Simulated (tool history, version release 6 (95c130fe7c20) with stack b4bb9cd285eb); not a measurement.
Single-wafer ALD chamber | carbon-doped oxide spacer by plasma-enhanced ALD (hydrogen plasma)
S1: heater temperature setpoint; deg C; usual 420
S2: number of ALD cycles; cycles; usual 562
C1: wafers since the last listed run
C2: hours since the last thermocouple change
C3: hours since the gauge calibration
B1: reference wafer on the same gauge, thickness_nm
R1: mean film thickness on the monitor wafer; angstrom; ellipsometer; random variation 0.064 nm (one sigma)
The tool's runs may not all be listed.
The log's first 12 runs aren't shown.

Run 13, hour 180.3: usual settings but S1 414 deg C; C1 4; C2 2195.1; C3 290.8; B1 30.011. Result: R1 262.91 angstrom.
Run 14, hour 189.0: usual settings but S1 414 deg C; C1 3; C2 2203.8; C3 299.5; B1 30.057. Result: R1 261.64 angstrom.
At hour 199.8: thermocouple changed; heater temperature recalibrated.
Run 15, hour 203.6: usual settings; C1 2; C2 3.8; C3 314.1; B1 30.061. Result: R1 258.08 angstrom.
Run 16, hour 214.1: usual settings; C1 4; C2 14.3; C3 324.6; B1 30.080. Result: R1 258.22 angstrom.
Run 17, hour 222.0: usual settings; C1 3; C2 22.2; C3 332.5; B1 30.085. Result: R1 259.52 angstrom.
Run 18, hour 234.9: usual settings; C1 5; C2 35.1; C3 345.4; B1 30.138. Result: R1 258.41 angstrom.
Run 19, hour 244.6: usual settings; C1 4; C2 44.8; C3 355.1; B1 30.154. Result: R1 259.73 angstrom.
Run 20, hour 258.8: usual settings but S1 411 deg C; C1 6; C2 59.0; C3 369.3; B1 30.189. Result: R1 266.55 angstrom.
Run 21, hour 268.7: usual settings but S1 424 deg C, S2 615 cycles; C1 4; C2 68.9; C3 379.2; B1 30.224. Result: R1 280.67 angstrom.

Run 22 comes next. What will it give?
Run 22, hour 276.9: usual settings but S1 426 deg C, S2 638 cycles; C1 3; C2 77.1; C3 387.4; B1 ?. Result: R1 ?.

B1: 30.234
R1: 289.60 angstrom
Without the tool's hidden state the same run would have given R1 284.42 angstrom.
